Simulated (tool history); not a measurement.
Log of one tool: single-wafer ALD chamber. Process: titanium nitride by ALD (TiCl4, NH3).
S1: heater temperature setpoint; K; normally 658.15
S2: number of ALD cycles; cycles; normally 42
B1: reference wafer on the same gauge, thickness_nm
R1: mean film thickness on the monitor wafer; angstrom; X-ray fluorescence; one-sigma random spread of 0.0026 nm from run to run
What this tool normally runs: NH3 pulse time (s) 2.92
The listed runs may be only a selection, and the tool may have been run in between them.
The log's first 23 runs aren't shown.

Run 24, hour 1605.7: usual settings; B1 0.920. Result: R1 10.59 angstrom.
Run 25, hour 1692.0: usual settings but S1 671.15 K, S2 34 cycles, NH3 pulse time (s) 2.40; B1 0.920. Result: R1 8.59 angstrom.
Run 26, hour 1779.6: usual settings but S1 662.15 K, S2 39 cycles, NH3 pulse time (s) 2.22; B1 0.920. Result: R1 9.73 angstrom.
Run 27, hour 1860.1: usual settings but S1 669.15 K, NH3 pulse time (s) 1.92; B1 0.919. Result: R1 10.51 angstrom.
Run 28, hour 1955.8: usual settings; B1 0.920. Result: R1 10.60 angstrom.
At hour 1968.2: gauge calibrated.
Run 29, hour 1997.3: usual settings but S1 653.15 K, S2 50 cycles; B1 0.920. Result: R1 12.50 angstrom.
Run 30, hour 2049.5: usual settings but S1 644.15 K, S2 50 cycles, NH3 pulse time (s) 3.34; B1 0.920. Result: R1 12.51 angstrom.
Run 31, hour 2116.6: usual settings but S2 49 cycles, NH3 pulse time (s) 2.40; B1 0.920. Result: R1 12.26 angstrom.
Run 32, hour 2178.4: usual settings but S1 668.15 K, S2 37 cycles; B1 0.921. Result: R1 9.41 angstrom.

Consider 3 possible next runs. They are alternatives, not a sequence: every one starts from the tool as it was left by run 32. What does each give?
Run A, hour 2178.9: usual settings but S2 39 cycles; B1 ?. Result: R1 ?.
Run B, hour 2178.9: usual settings but NH3 pulse time (s) 3.48; B1 ?. Result: R1 ?.
Run C, hour 2178.9: usual settings but S1 669.15 K; B1 ?. Result: R1 ?.

run     B1     R1
  A  0.920   9.80
  B  0.920  10.62
  C  0.920  10.64
Take away the tool's hidden state, keep each run's random variation, and the runs would have read:
run     R1
  A   9.80
  B  10.62
  C  10.64
